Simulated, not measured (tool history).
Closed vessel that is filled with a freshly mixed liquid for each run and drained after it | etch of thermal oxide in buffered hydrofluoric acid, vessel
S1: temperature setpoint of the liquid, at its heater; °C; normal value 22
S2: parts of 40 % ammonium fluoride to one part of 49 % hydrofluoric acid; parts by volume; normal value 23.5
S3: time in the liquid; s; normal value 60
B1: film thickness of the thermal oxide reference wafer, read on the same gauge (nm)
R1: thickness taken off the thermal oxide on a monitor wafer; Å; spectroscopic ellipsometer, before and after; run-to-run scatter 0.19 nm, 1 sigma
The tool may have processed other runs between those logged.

run	day	S1	S2	S3	B1	R1
1	0.000	25	23.5	60	130.01	387.6
2	0.300	25	23.5	60	130.00	387.4
3	0.654	25	23.5	60	130.03	387.7
4	1.050	22	23.5	60	129.99	322.3
5	1.546	22	23.5	60	129.99	327.7
6	1.850	22	16.5	60	130.01	444.6
# day 2.179: hydrofluoric acid flow meter replaced
7	2.596	22	16.5	60	129.99	439.0
# day 2.771: gauge calibrated
8	4.229	26	30.0	90	129.99	518.4
9	4.692	22	30.0	60	129.99	275.8
# day 4.896: thermometer replaced
10	5.342	26	30.0	35	130.01	200.6
11	5.783	22	23.5	30	130.01	164.4
12	6.042	22	23.5	90	130.00	492.1
13	6.467	19	23.5	90	129.99	413.4
14	7.167	22	23.5	90	130.01	486.2

Forecast each of these 4 alternatives for the next run:
A	7.196	22	19.5	60	?	?
B	7.196	18	29.5	50	?	?
C	7.196	22	29.5	60	?	?
D	7.196	22	23.5	75	?	?

run	B1	R1
A	130.00	374.3
B	130.00	185.7
C	130.00	279.2
D	130.00	408.4
Without the tool's hidden state the same runs would have given:
run	R1
A	374.3
B	185.7
C	279.2
D	408.4
